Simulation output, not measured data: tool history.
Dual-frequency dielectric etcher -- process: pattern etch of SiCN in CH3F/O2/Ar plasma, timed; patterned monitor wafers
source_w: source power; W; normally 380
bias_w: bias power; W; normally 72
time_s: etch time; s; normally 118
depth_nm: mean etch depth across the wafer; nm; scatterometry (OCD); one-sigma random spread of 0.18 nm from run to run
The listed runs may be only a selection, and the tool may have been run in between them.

run    hour  source_w  bias_w  time_s  wafers since the last listed run  hours since the last wet clean  hours since the last source power generator calibration  hours since the last bias power generator calibration  hours since the last upper electrode change  hours since the gauge calibration  read-back reference wafer on the same gauge, depth_nm  depth_nm
  1       0       380      72     118                                 0                           299.6                                                   4278.2                                                 5096.7                                       4627.1                              554.8                                                   51.3     43.07
  2    70.7       380      72     118                               792                           370.3                                                   4348.9                                                 5167.4                                       4697.8                              625.5                                                  51.34     43.44
      174.3  -- wet clean of the chamber
  3   174.8       380      72     118                               898                             0.5                                                     4453                                                 5271.5                                       4801.9                              729.6                                                  51.27     43.35
  4   208.3       380      72     118                               375                              34                                                   4486.5                                                   5305                                       4835.4                              763.1                                                   51.3     43.06
  5   265.1       380      72     118                               636                            90.8                                                   4543.3                                                 5361.8                                       4892.2                              819.9                                                   51.3     43.22
  6   337.9       380      72     118                               816                           163.6                                                   4616.1                                                 5434.6                                         4965                              892.7                                                  51.33     42.93
  7   421.2       380      72   131.5                               933                           246.9                                                   4699.4                                                 5517.9                                       5048.3                                976                                                  51.31     48.45
      501.7  -- bias power generator calibrated
      522.6  -- upper electrode replaced
  8   523.4       380      72     118                               866                           349.1                                                   4801.6                                                   21.7                                          0.8                             1078.2                                                  51.32     43.63
  9     563       380      72     118                               443                           388.7                                                   4841.2                                                   61.3                                         40.4                             1117.8                                                  51.34     43.44
 10   620.9       380      72   130.5                               649                           446.6                                                   4899.1                                                  119.2                                         98.3                             1175.7                                                  51.29     47.77
      646.2  -- wet clean of the chamber
      711.6  -- source power generator calibrated
 11   725.8       380      72   130.5                               862                            79.6                                                     14.2                                                  224.1                                        203.2                             1280.6                                                   51.3     48.03
 12   775.1       380      72   130.5                               552                           128.9                                                     63.5                                                  273.4                                        252.5                             1329.9                                                   51.3     47.73
 13   814.2       380      72     118                               438                             168                                                    102.6                                                  312.5                                        291.6                               1369                                                  51.33     43.28
 14   862.5       380      83      92                               541                           216.3                                                    150.9                                                  360.8                                        339.9                             1417.3                                                  51.29     35.19
 15   902.9       340      56    95.5                               452                           256.7                                                    191.3                                                  401.2                                        380.3                             1457.7                                                  51.36     31.31
 16   958.9       380      72     118                               627                           312.7                                                    247.3                                                  457.2                                        436.3                             1513.7                                                  51.35     43.35
     1021.6  -- wet clean of the chamber
 17  1022.1       310      59   131.5                               439                             0.5                                                    310.5                                                  520.4                                        499.5                             1576.9                                                  51.24     42.09
     1029.1  -- gauge calibrated
 18    1105       420      62   133.5                               929                            83.4                                                    393.4                                                  603.3                                        582.4                               75.9                                                  51.27     48.64
 19  1194.8       380      82     118                              1006                           173.2                                                    483.2                                                  693.1                                        672.2                              165.7                                                  51.29     45.24
 20  1289.1       380      62     118                              1057                           267.5                                                    577.5                                                  787.4                                        766.5                                260                                                  51.33     41.48
 21  1376.6       450      79   152.5                               980                             355                                                      665                                                  874.9                                          854                              347.5                                                  51.27      61.2
     1416.9  -- wet clean of the chamber
 22  1444.9       350      81     142                               496                              28                                                    733.3                                                  943.2                                        922.3                              415.8                                                  51.29      52.7
 23  1489.9       380      72     118                               504                              73                                                    778.3                                                  988.2                                        967.3                              460.8                                                  51.36     43.46
 24  1566.4       380      65      90                               857                           149.5                                                    854.8                                                 1064.7                                       1043.8                              537.3                                                  51.34     31.97
 25  1609.7       450      83     142                               485                           192.8                                                    898.1                                                   1108                                       1087.1                              580.6                                                   51.3     57.57
 26  1703.4       380      72     118                              1050                           286.5                                                    991.8                                                 1201.7                                       1180.8                              674.3                                                  51.31     43.44
 27  1784.4       380      72     118                               908                           367.5                                                   1072.8                                                 1282.7                                       1261.8                              755.3                                                  51.31     43.26
     1847.2  -- wet clean of the chamber
 28  1863.7       380      72     118                               619                            16.5                                                   1152.1                                                   1362                                       1341.1                              834.6                                                   51.3     43.45
 29  1902.8       440      72   127.5                               438                            55.6                                                   1191.2                                                 1401.1                                       1380.2                              873.7                                                  51.31     49.37

Below are 5 alternative next runs, each starting from the tool's condition after run 29. Predict each:
  A  1903.2       380      57     118                                 4                              56                                                   1191.6                                                 1401.5                                       1380.6                              874.1                                                      ?         ?
  B  1903.2       330      80     139                                 4                              56                                                   1191.6                                                 1401.5                                       1380.6                              874.1                                                      ?         ?
  C  1903.2       350      72   141.5                                 4                              56                                                   1191.6                                                 1401.5                                       1380.6                              874.1                                                      ?         ?
  D  1903.2       310      85     153                                 4                              56                                                   1191.6                                                 1401.5                                       1380.6                              874.1                                                      ?         ?
  E  1903.2       380      72    86.5                                 4                              56                                                   1191.6                                                 1401.5                                       1380.6                              874.1                                                      ?         ?

run  read-back reference wafer on the same gauge, depth_nm  depth_nm
  A                                                  51.35     40.54
  B                                                  51.35     50.22
  C                                                  51.35     50.53
  D                                                  51.35     55.12
  E                                                  51.35     31.82
With the hidden condition removed and each run's random variation left untouched, the same runs would have given:
run  depth_nm
  A     40.54
  B     50.22
  C     50.53
  D     55.12
  E     31.82
